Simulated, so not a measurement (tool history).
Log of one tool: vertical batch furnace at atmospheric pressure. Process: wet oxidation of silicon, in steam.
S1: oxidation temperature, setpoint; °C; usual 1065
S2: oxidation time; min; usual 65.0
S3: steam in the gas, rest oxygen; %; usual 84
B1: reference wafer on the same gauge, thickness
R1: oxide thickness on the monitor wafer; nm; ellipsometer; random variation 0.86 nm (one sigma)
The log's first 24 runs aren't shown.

Run 25, day 28.650: usual settings but S1 1055 °C, S2 88.5 min; B1 534.21. Result: R1 651.13 nm.
Run 26, day 29.950: usual settings but S2 91.5 min; B1 534.09. Result: R1 698.19 nm.
Run 27, day 31.317: usual settings but S1 1087 °C, S2 53.5 min; B1 533.98. Result: R1 564.92 nm.
Run 28, day 32.212: usual settings but S1 1081 °C, S2 78.5 min, S3 96 %; B1 533.90. Result: R1 736.70 nm.
Run 29, day 33.700: usual settings but S1 1073 °C, S2 49.0 min, S3 72 %; B1 534.22. Result: R1 458.18 nm.
Run 30, day 34.788: usual settings; B1 533.79. Result: R1 570.65 nm.
Run 31, day 35.575: usual settings; B1 534.14. Result: R1 570.77 nm.
At day 36.371: gauge calibrated.
Run 32, day 36.962: usual settings but S1 1077 °C, S3 75 %; B1 534.07. Result: R1 562.49 nm.
Run 33, day 38.304: usual settings; B1 533.85. Result: R1 568.34 nm.
Run 34, day 39.108: usual settings; B1 533.95. Result: R1 568.83 nm.
Run 35, day 40.546: usual settings but S2 84.5 min; B1 533.72. Result: R1 662.84 nm.
Run 36, day 42.033: usual settings; B1 534.04. Result: R1 569.30 nm.
Run 37, day 43.221: usual settings but S1 1079 °C, S2 56.5 min; B1 534.02. Result: R1 557.90 nm.

5 ways to go on from here, each from the tool as it stands after run 37. What would each give?
Run A, day 43.421: usual settings; B1 ?. Result: R1 ?.
Run B, day 43.421: usual settings but S1 1087 °C, S2 51.5 min, S3 90 %; B1 ?. Result: R1 ?.
Run C, day 43.421: usual settings but S1 1082 °C, S2 79.5 min; B1 ?. Result: R1 ?.
Run D, day 43.421: usual settings but S1 1042 °C, S2 37.5 min, S3 92 %; B1 ?. Result: R1 ?.
Run E, day 43.421: usual settings but S2 78.5 min; B1 ?. Result: R1 ?.

run      B1      R1
  A  534.10  568.44
  B  534.10  570.90
  C  534.10  688.49
  D  534.10  378.43
  E  534.10  634.78
Without the tool's hidden state the same runs would have given:
run      R1
  A  572.50
  B  574.94
  C  693.32
  D  381.29
  E  639.27
